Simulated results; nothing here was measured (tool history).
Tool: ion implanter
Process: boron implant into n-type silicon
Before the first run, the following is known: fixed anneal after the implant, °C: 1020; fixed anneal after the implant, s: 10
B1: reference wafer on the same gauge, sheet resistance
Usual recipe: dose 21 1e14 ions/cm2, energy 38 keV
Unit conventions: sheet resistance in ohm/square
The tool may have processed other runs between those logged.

Run 1, hour 0: usual settings but energy 33.5 keV; B1 72.09. Result: sheet resistance 60.33 ohm/square.
Run 2, hour 39.8: usual settings but energy 33.5 keV; B1 72.13. Result: sheet resistance 60.78 ohm/square.
Run 3, hour 83.8: usual settings but energy 33.5 keV; B1 72.12. Result: sheet resistance 60.58 ohm/square.
Run 4, hour 135.6: usual settings but dose 17.7 1e14 ions/cm2; B1 71.97. Result: sheet resistance 66.72 ohm/square.
Run 5, hour 175.7: usual settings but dose 17.7 1e14 ions/cm2; B1 72.17. Result: sheet resistance 67.3 ohm/square.
Run 6, hour 200.1: usual settings but dose 17.7 1e14 ions/cm2; B1 72.02. Result: sheet resistance 67.25 ohm/square.
Run 7, hour 266.9: usual settings; B1 72.08. Result: sheet resistance 59.36 ohm/square.
Run 8, hour 302.5: usual settings; B1 72.11. Result: sheet resistance 59.53 ohm/square.
At hour 342.9: gauge calibrated.
Run 9, hour 350.5: usual settings; B1 72.1. Result: sheet resistance 59.16 ohm/square.
At hour 381.5: Faraday cup replaced and dose calibrated.
Run 10, hour 413.3: usual settings but dose 23.98 1e14 ions/cm2; B1 72.08. Result: sheet resistance 55.83 ohm/square.
Run 11, hour 466.1: usual settings but dose 26.36 1e14 ions/cm2; B1 72.19. Result: sheet resistance 53.16 ohm/square.
Run 12, hour 494.1: usual settings but dose 14.95 1e14 ions/cm2; B1 72.13. Result: sheet resistance 78.66 ohm/square.
Run 13, hour 544.9: usual settings but energy 51 keV; B1 72.09. Result: sheet resistance 59.08 ohm/square.
At hour 590: extraction supply calibrated.
Run 14, hour 664.3: usual settings; B1 72.11. Result: sheet resistance 61.22 ohm/square.
Run 15, hour 724.6: usual settings but dose 15.94 1e14 ions/cm2, energy 30.5 keV; B1 72.11. Result: sheet resistance 76.58 ohm/square.
Run 16, hour 787.8: usual settings but dose 14.82 1e14 ions/cm2, energy 30.5 keV; B1 72.09. Result: sheet resistance 80.81 ohm/square.
Run 17, hour 813: usual settings but dose 23.98 1e14 ions/cm2; B1 72.09. Result: sheet resistance 55.4 ohm/square.
Run 18, hour 869.2: usual settings but dose 25.12 1e14 ions/cm2; B1 72.02. Result: sheet resistance 53.77 ohm/square.
Run 19, hour 927.7: usual settings but energy 33.5 keV; B1 72.13. Result: sheet resistance 61.03 ohm/square.
Run 20, hour 968.5: usual settings but energy 27.5 keV; B1 72.1. Result: sheet resistance 64.24 ohm/square.

State the hidden condition of the tool at each of the runs:
deviation of the true energy from its setpoint, %: 0, the same for each run
gauge reads high (%): 0, the same for each run
H1: deviation of the true dose from the Faraday cup's reading, %
run      H1
  1    4.02
  2    4.16
  3    4.32
  4    4.51
  5    4.65
  6    4.74
  7    4.98
  8    5.11
  9    5.29
 10  -0.132
 11   0.059
 12    0.16
 13   0.345
 14   0.777
 15   0.996
 16    1.23
 17    1.32
 18    1.52
 19    1.73
 20    1.88

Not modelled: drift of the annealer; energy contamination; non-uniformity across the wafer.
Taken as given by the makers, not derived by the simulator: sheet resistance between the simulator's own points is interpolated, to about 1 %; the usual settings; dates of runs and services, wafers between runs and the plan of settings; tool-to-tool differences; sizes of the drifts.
